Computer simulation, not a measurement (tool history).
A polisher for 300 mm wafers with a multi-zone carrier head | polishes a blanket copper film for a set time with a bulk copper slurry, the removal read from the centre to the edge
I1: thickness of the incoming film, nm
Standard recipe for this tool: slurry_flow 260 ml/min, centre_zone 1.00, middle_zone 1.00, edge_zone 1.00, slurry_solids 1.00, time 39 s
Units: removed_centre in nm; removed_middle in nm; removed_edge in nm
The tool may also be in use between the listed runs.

{"run": 1, "day": 0.0, "slurry_flow": 260, "centre_zone": 1.0, "middle_zone": 1.0, "edge_zone": 1.0, "slurry_solids": 1.0, "time": 39, "I1": 2448.4, "removed_centre": 495.0, "removed_middle": 480.7, "removed_edge": 491.9}
{"run": 2, "day": 1.171, "slurry_flow": 260, "centre_zone": 1.0, "middle_zone": 1.0, "edge_zone": 1.0, "slurry_solids": 1.15, "time": 39, "I1": 2443.9, "removed_centre": 515.8, "removed_middle": 497.0, "removed_edge": 501.5}
{"run": 3, "day": 3.733, "slurry_flow": 260, "centre_zone": 1.0, "middle_zone": 1.0, "edge_zone": 1.0, "slurry_solids": 1.0, "time": 39, "I1": 2396.6, "removed_centre": 502.4, "removed_middle": 481.3, "removed_edge": 496.4}
{"run": 4, "day": 5.542, "slurry_flow": 260, "centre_zone": 0.93, "middle_zone": 1.0, "edge_zone": 1.0, "slurry_solids": 1.0, "time": 39, "I1": 2435.5, "removed_centre": 473.5, "removed_middle": 490.4, "removed_edge": 497.8}
{"day": 6.217, "done": "carrier head's membrane replaced by a new one"}
{"run": 5, "day": 8.467, "slurry_flow": 260, "centre_zone": 1.0, "middle_zone": 1.0, "edge_zone": 0.95, "slurry_solids": 0.9, "time": 39, "I1": 2417.9, "removed_centre": 507.6, "removed_middle": 479.4, "removed_edge": 477.4}
{"day": 8.529, "done": "slurry nozzle cleaned"}
{"day": 9.925, "done": "edge zone pressure recalibrated"}
{"run": 6, "day": 10.771, "slurry_flow": 260, "centre_zone": 1.07, "middle_zone": 1.0, "edge_zone": 1.07, "slurry_solids": 1.0, "time": 39, "I1": 2454.2, "removed_centre": 558.4, "removed_middle": 482.7, "removed_edge": 513.6}
{"day": 12.004, "done": "worn pad replaced by a new one"}
{"run": 7, "day": 12.658, "slurry_flow": 260, "centre_zone": 1.0, "middle_zone": 1.0, "edge_zone": 1.0, "slurry_solids": 1.0, "time": 39, "I1": 2428.0, "removed_centre": 523.2, "removed_middle": 484.0, "removed_edge": 504.1}
{"run": 8, "day": 13.954, "slurry_flow": 260, "centre_zone": 1.0, "middle_zone": 0.9, "edge_zone": 1.0, "slurry_solids": 1.0, "time": 39, "I1": 2407.0, "removed_centre": 526.0, "removed_middle": 441.0, "removed_edge": 493.2}
{"run": 9, "day": 15.233, "slurry_flow": 315, "centre_zone": 1.0, "middle_zone": 1.1, "edge_zone": 1.0, "slurry_solids": 1.0, "time": 39, "I1": 2402.9, "removed_centre": 544.1, "removed_middle": 536.6, "removed_edge": 512.8}
{"run": 10, "day": 17.412, "slurry_flow": 305, "centre_zone": 1.0, "middle_zone": 1.0, "edge_zone": 1.04, "slurry_solids": 1.0, "time": 39, "I1": 2410.2, "removed_centre": 538.1, "removed_middle": 491.7, "removed_edge": 515.3}
{"run": 11, "day": 19.971, "slurry_flow": 260, "centre_zone": 1.0, "middle_zone": 1.0, "edge_zone": 0.93, "slurry_solids": 0.85, "time": 27, "I1": 2396.2, "removed_centre": 355.6, "removed_middle": 328.7, "removed_edge": 318.1}
{"run": 12, "day": 22.938, "slurry_flow": 260, "centre_zone": 1.0, "middle_zone": 1.0, "edge_zone": 1.0, "slurry_solids": 1.0, "time": 39, "I1": 2395.5, "removed_centre": 532.4, "removed_middle": 483.0, "removed_edge": 488.7}
{"run": 13, "day": 25.796, "slurry_flow": 260, "centre_zone": 1.0, "middle_zone": 0.96, "edge_zone": 1.0, "slurry_solids": 0.8, "time": 39, "I1": 2381.0, "removed_centre": 517.5, "removed_middle": 449.8, "removed_edge": 484.3}
{"run": 14, "day": 26.879, "slurry_flow": 325, "centre_zone": 1.0, "middle_zone": 0.88, "edge_zone": 1.07, "slurry_solids": 1.0, "time": 39, "I1": 2404.8, "removed_centre": 549.2, "removed_middle": 452.5, "removed_edge": 521.4}
{"run": 15, "day": 28.033, "slurry_flow": 230, "centre_zone": 1.0, "middle_zone": 1.0, "edge_zone": 1.0, "slurry_solids": 1.0, "time": 39, "I1": 2453.4, "removed_centre": 522.6, "removed_middle": 473.9, "removed_edge": 484.1}
{"day": 28.283, "done": "carrier head's membrane replaced by a new one"}
{"run": 16, "day": 29.162, "slurry_flow": 320, "centre_zone": 0.91, "middle_zone": 1.0, "edge_zone": 1.07, "slurry_solids": 1.15, "time": 39, "I1": 2427.7, "removed_centre": 510.5, "removed_middle": 509.0, "removed_edge": 546.9}
{"day": 31.142, "done": "worn pad replaced by a new one"}
{"run": 17, "day": 31.508, "slurry_flow": 190, "centre_zone": 1.05, "middle_zone": 1.0, "edge_zone": 1.0, "slurry_solids": 1.0, "time": 39, "I1": 2402.4, "removed_centre": 530.4, "removed_middle": 460.4, "removed_edge": 478.4}
{"run": 18, "day": 33.075, "slurry_flow": 260, "centre_zone": 1.0, "middle_zone": 1.1, "edge_zone": 1.0, "slurry_solids": 1.0, "time": 39, "I1": 2459.9, "removed_centre": 550.4, "removed_middle": 525.9, "removed_edge": 495.4}
{"day": 33.592, "done": "slurry nozzle cleaned"}
{"run": 19, "day": 34.608, "slurry_flow": 260, "centre_zone": 1.0, "middle_zone": 1.0, "edge_zone": 0.91, "slurry_solids": 1.0, "time": 46, "I1": 2421.2, "removed_centre": 632.3, "removed_middle": 572.0, "removed_edge": 555.1}
{"run": 20, "day": 36.679, "slurry_flow": 205, "centre_zone": 1.0, "middle_zone": 1.0, "edge_zone": 1.0, "slurry_solids": 1.0, "time": 39, "I1": 2373.8, "removed_centre": 518.8, "removed_middle": 466.5, "removed_edge": 483.1}
{"run": 21, "day": 38.896, "slurry_flow": 260, "centre_zone": 1.0, "middle_zone": 1.0, "edge_zone": 1.0, "slurry_solids": 1.0, "time": 39, "I1": 2373.6, "removed_centre": 547.6, "removed_middle": 489.6, "removed_edge": 488.9}
{"run": 22, "day": 41.767, "slurry_flow": 200, "centre_zone": 1.09, "middle_zone": 1.0, "edge_zone": 1.0, "slurry_solids": 1.0, "time": 39, "I1": 2449.8, "removed_centre": 570.5, "removed_middle": 471.5, "removed_edge": 484.0}

Had the tool no unlogged condition, and each run kept its random variation, what would the results have been?
Hidden state present: removal rate lost through wear of the pad, %; slurry flow missing at the pad, %; deviation of the centre zone's pressure from its setpoint, %; deviation of the edge zone's pressure from its setpoint, %.
run=1 removed_centre=484.3
run=2 removed_centre=501.3
run=3 removed_centre=482.0
run=4 removed_centre=450.5
run=5 removed_centre=477.7
run=6 removed_centre=521.8
run=7 removed_centre=486.1
run=8 removed_centre=487.0
run=9 removed_centre=502.2
run=10 removed_centre=494.3
run=11 removed_centre=325.1
run=12 removed_centre=484.3
run=13 removed_centre=468.9
run=14 removed_centre=496.9
run=15 removed_centre=472.3
run=16 removed_centre=460.4
run=17 removed_centre=477.8
run=18 removed_centre=495.0
run=19 removed_centre=568.0
run=20 removed_centre=465.3
run=21 removed_centre=490.4
run=22 removed_centre=510.6
removed_middle without the hidden state stays within 0.3 nm of what was measured, in all runs.
removed_edge: unchanged from measured in all runs.
